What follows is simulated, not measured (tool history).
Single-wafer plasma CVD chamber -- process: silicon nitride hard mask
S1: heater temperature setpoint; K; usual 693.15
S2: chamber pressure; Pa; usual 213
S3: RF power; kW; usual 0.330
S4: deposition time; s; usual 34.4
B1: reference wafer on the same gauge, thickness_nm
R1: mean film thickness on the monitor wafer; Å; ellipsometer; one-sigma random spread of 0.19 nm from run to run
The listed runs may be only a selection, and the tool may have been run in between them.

run,hour,S1,S2,S3,S4,B1,R1
1,0.0,693.15,213,0.330,32.2,44.670,376.94
2,294.3,693.15,213,0.330,32.2,44.747,376.34
3,384.5,693.15,213,0.330,32.2,44.691,374.72
4,467.5,693.15,213,0.330,34.4,44.697,397.97
5,533.6,693.15,213,0.330,34.4,44.741,396.80
6,591.8,693.15,213,0.330,34.4,44.694,397.33
7,668.2,693.15,213,0.330,34.4,44.702,398.95
8,759.6,693.15,213,0.330,34.4,44.681,398.48
# hour 858.4: capacitance manometer re-zeroed and calibrated
9,858.9,693.15,213,0.330,30.2,44.683,348.09
10,919.6,693.15,213,0.330,30.2,44.680,348.35
# hour 969.2: showerhead replaced
11,1025.4,693.15,213,0.330,30.3,44.721,348.02
# hour 1056.4: RF generator calibrated
12,1094.2,693.15,213,0.330,30.3,44.689,359.49
13,1202.0,693.15,243,0.330,34.4,44.682,417.33
14,1274.2,693.15,213,0.330,34.4,44.726,399.03
# hour 1295.8: gauge calibrated
15,1327.8,693.15,213,0.330,34.4,44.704,402.80
16,1363.9,706.15,213,0.330,29.4,44.692,340.81
17,1420.0,693.15,261,0.330,32.2,44.719,396.45
18,1504.1,693.15,165,0.275,38.4,44.665,342.36
19,1582.3,693.15,213,0.330,40.6,44.734,471.55
# hour 1642.1: thermocouple changed; heater temperature recalibrated
20,1642.8,693.15,213,0.330,34.4,44.736,401.03
21,1686.7,693.15,264,0.330,34.4,44.711,420.84
22,1764.5,705.15,259,0.315,34.4,44.730,397.09
23,1826.2,678.15,161,0.365,36.6,44.690,431.53
24,1862.5,684.15,213,0.355,34.4,44.694,427.61
25,1935.3,684.15,165,0.295,34.4,44.724,329.40
26,1977.2,681.15,213,0.330,34.4,44.685,395.26
# hour 2045.4: RF generator calibrated
27,2051.1,693.15,261,0.330,32.2,44.735,400.24

Estimate the outcome of run 28 from the log above:
28,2118.0,693.15,183,0.330,34.4,?,?

{"run 28": {"B1": 44.647, "R1": 389.94}}
The same run, on a tool lacking any hidden state, would have yielded R1 392.65 Å.
